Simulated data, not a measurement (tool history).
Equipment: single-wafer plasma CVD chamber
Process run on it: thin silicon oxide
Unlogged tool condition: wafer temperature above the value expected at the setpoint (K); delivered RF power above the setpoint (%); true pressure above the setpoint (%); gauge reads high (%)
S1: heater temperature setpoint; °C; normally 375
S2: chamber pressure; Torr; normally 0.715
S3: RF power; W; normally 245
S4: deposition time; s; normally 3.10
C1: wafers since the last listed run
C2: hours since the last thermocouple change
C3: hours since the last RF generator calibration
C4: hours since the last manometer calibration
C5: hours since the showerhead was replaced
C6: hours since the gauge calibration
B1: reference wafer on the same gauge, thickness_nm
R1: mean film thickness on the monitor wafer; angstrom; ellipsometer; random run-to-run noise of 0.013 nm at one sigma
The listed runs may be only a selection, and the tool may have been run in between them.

{"run": 1, "hour": 0.0, "S1": 375, "S2": 0.715, "S3": 245, "S4": 3.1, "C1": 0, "C2": 2540.3, "C3": 2077.0, "C4": 1625.1, "C5": 5307.2, "C6": 882.6, "B1": 4.22, "R1": 45.37}
{"hour": 15.4, "done": "gauge calibrated"}
{"run": 2, "hour": 28.8, "S1": 365, "S2": 0.715, "S3": 245, "S4": 3.24, "C1": 1578, "C2": 2569.1, "C3": 2105.8, "C4": 1653.9, "C5": 5336.0, "C6": 13.4, "B1": 4.22, "R1": 47.46}
{"run": 3, "hour": 90.2, "S1": 365, "S2": 0.715, "S3": 245, "S4": 3.24, "C1": 3364, "C2": 2630.5, "C3": 2167.2, "C4": 1715.3, "C5": 5397.4, "C6": 74.8, "B1": 4.221, "R1": 47.61}
{"run": 4, "hour": 107.1, "S1": 375, "S2": 0.715, "S3": 245, "S4": 3.1, "C1": 926, "C2": 2647.4, "C3": 2184.1, "C4": 1732.2, "C5": 5414.3, "C6": 91.7, "B1": 4.22, "R1": 45.27}
{"run": 5, "hour": 139.7, "S1": 375, "S2": 0.715, "S3": 245, "S4": 3.1, "C1": 1786, "C2": 2680.0, "C3": 2216.7, "C4": 1764.8, "C5": 5446.9, "C6": 124.3, "B1": 4.219, "R1": 45.29}
{"run": 6, "hour": 154.4, "S1": 375, "S2": 0.715, "S3": 245, "S4": 3.1, "C1": 805, "C2": 2694.7, "C3": 2231.4, "C4": 1779.5, "C5": 5461.6, "C6": 139.0, "B1": 4.226, "R1": 45.11}
{"hour": 163.6, "done": "RF generator calibrated"}
{"run": 7, "hour": 180.6, "S1": 362, "S2": 0.792, "S3": 210, "S4": 3.31, "C1": 997, "C2": 2720.9, "C3": 17.0, "C4": 1805.7, "C5": 5487.8, "C6": 165.2, "B1": 4.218, "R1": 50.79}
{"run": 8, "hour": 207.0, "S1": 375, "S2": 0.715, "S3": 245, "S4": 3.67, "C1": 1446, "C2": 2747.3, "C3": 43.4, "C4": 1832.1, "C5": 5514.2, "C6": 191.6, "B1": 4.22, "R1": 54.62}
{"run": 9, "hour": 235.1, "S1": 379, "S2": 0.663, "S3": 275, "S4": 3.41, "C1": 1539, "C2": 2775.4, "C3": 71.5, "C4": 1860.2, "C5": 5542.3, "C6": 219.7, "B1": 4.219, "R1": 49.75}
{"run": 10, "hour": 265.3, "S1": 368, "S2": 0.602, "S3": 205, "S4": 3.1, "C1": 1654, "C2": 2805.6, "C3": 101.7, "C4": 1890.4, "C5": 5572.5, "C6": 249.9, "B1": 4.22, "R1": 38.43}
{"hour": 290.8, "done": "thermocouple changed; heater temperature recalibrated"}
{"run": 11, "hour": 291.3, "S1": 375, "S2": 0.715, "S3": 245, "S4": 3.1, "C1": 986, "C2": 0.5, "C3": 127.7, "C4": 1916.4, "C5": 5598.5, "C6": 275.9, "B1": 4.222, "R1": 46.38}
{"run": 12, "hour": 301.0, "S1": 381, "S2": 0.715, "S3": 245, "S4": 3.1, "C1": 531, "C2": 10.2, "C3": 137.4, "C4": 1926.1, "C5": 5608.2, "C6": 285.6, "B1": 4.217, "R1": 45.89}
{"run": 13, "hour": 324.8, "S1": 386, "S2": 0.715, "S3": 260, "S4": 2.76, "C1": 1304, "C2": 34.0, "C3": 161.2, "C4": 1949.9, "C5": 5632.0, "C6": 309.4, "B1": 4.217, "R1": 41.75}
{"run": 14, "hour": 337.3, "S1": 375, "S2": 0.715, "S3": 245, "S4": 3.1, "C1": 684, "C2": 46.5, "C3": 173.7, "C4": 1962.4, "C5": 5644.5, "C6": 321.9, "B1": 4.217, "R1": 46.29}
{"hour": 355.2, "done": "showerhead replaced"}
{"run": 15, "hour": 355.7, "S1": 387, "S2": 0.715, "S3": 245, "S4": 3.1, "C1": 569, "C2": 64.9, "C3": 192.1, "C4": 1980.8, "C5": 0.5, "C6": 340.3, "B1": 4.223, "R1": 46.06}
{"run": 16, "hour": 371.0, "S1": 380, "S2": 0.816, "S3": 245, "S4": 3.1, "C1": 838, "C2": 80.2, "C3": 207.4, "C4": 1996.1, "C5": 15.8, "C6": 355.6, "B1": 4.222, "R1": 50.5}
{"hour": 396.4, "done": "capacitance manometer re-zeroed and calibrated"}
{"run": 17, "hour": 397.8, "S1": 365, "S2": 0.767, "S3": 215, "S4": 3.34, "C1": 1030, "C2": 107.0, "C3": 234.2, "C4": 1.4, "C5": 42.6, "C6": 382.4, "B1": 4.221, "R1": 52.09}
{"run": 18, "hour": 414.0, "S1": 380, "S2": 0.788, "S3": 285, "S4": 2.59, "C1": 887, "C2": 123.2, "C3": 250.4, "C4": 17.6, "C5": 58.8, "C6": 398.6, "B1": 4.218, "R1": 44.98}
{"run": 19, "hour": 434.3, "S1": 388, "S2": 0.715, "S3": 245, "S4": 3.1, "C1": 1112, "C2": 143.5, "C3": 270.7, "C4": 37.9, "C5": 79.1, "C6": 418.9, "B1": 4.222, "R1": 47.44}
{"run": 20, "hour": 464.9, "S1": 380, "S2": 0.582, "S3": 245, "S4": 3.1, "C1": 1676, "C2": 174.1, "C3": 301.3, "C4": 68.5, "C5": 109.7, "C6": 449.5, "B1": 4.218, "R1": 40.99}
{"run": 21, "hour": 477.2, "S1": 381, "S2": 0.774, "S3": 200, "S4": 3.1, "C1": 674, "C2": 186.4, "C3": 313.6, "C4": 80.8, "C5": 122.0, "C6": 461.8, "B1": 4.216, "R1": 46.7}
{"run": 22, "hour": 494.6, "S1": 375, "S2": 0.715, "S3": 220, "S4": 3.1, "C1": 953, "C2": 203.8, "C3": 331.0, "C4": 98.2, "C5": 139.4, "C6": 479.2, "B1": 4.217, "R1": 46.0}
{"run": 23, "hour": 527.9, "S1": 375, "S2": 0.715, "S3": 245, "S4": 2.7, "C1": 1824, "C2": 237.1, "C3": 364.3, "C4": 131.5, "C5": 172.7, "C6": 512.5, "B1": 4.224, "R1": 41.38}
{"run": 24, "hour": 558.2, "S1": 375, "S2": 0.715, "S3": 225, "S4": 3.1, "C1": 1660, "C2": 267.4, "C3": 394.6, "C4": 161.8, "C5": 203.0, "C6": 542.8, "B1": 4.222, "R1": 46.06}
{"run": 25, "hour": 576.8, "S1": 363, "S2": 0.552, "S3": 245, "S4": 2.87, "C1": 1019, "C2": 286.0, "C3": 413.2, "C4": 180.4, "C5": 221.6, "C6": 561.4, "B1": 4.222, "R1": 36.84}
{"run": 26, "hour": 601.8, "S1": 375, "S2": 0.715, "S3": 245, "S4": 3.1, "C1": 1369, "C2": 311.0, "C3": 438.2, "C4": 205.4, "C5": 246.6, "C6": 586.4, "B1": 4.219, "R1": 47.5}
{"run": 27, "hour": 621.3, "S1": 387, "S2": 0.587, "S3": 245, "S4": 3.48, "C1": 1068, "C2": 330.5, "C3": 457.7, "C4": 224.9, "C5": 266.1, "C6": 605.9, "B1": 4.225, "R1": 45.57}
{"run": 28, "hour": 643.9, "S1": 375, "S2": 0.777, "S3": 245, "S4": 2.88, "C1": 1238, "C2": 353.1, "C3": 480.3, "C4": 247.5, "C5": 288.7, "C6": 628.5, "B1": 4.22, "R1": 46.91}
{"run": 29, "hour": 661.3, "S1": 387, "S2": 0.715, "S3": 245, "S4": 3.28, "C1": 953, "C2": 370.5, "C3": 497.7, "C4": 264.9, "C5": 306.1, "C6": 645.9, "B1": 4.223, "R1": 49.42}

Below, each run's measurement less what the same run would have read without the hidden state. Both values contain the same run-to-run variation, but the gauge's scatter may not be the same in both:
run=1 R1=-2.57
run=2 R1=-2.73
run=3 R1=-2.80
run=4 R1=-2.69
run=5 R1=-2.72
run=6 R1=-2.73
run=7 R1=-1.67
run=8 R1=-1.91
run=9 R1=-1.82
run=10 R1=-1.41
run=11 R1=-1.63
run=12 R1=-1.62
run=13 R1=-1.48
run=14 R1=-1.65
run=15 R1=-1.63
run=16 R1=-1.66
run=17 R1=+0.02
run=18 R1=-0.01
run=19 R1=-0.07
run=20 R1=-0.13
run=21 R1=-0.17
run=22 R1=-0.21
run=23 R1=-0.25
run=24 R1=-0.35
run=25 R1=-0.31
run=26 R1=-0.45
run=27 R1=-0.48
run=28 R1=-0.49
run=29 R1=-0.59
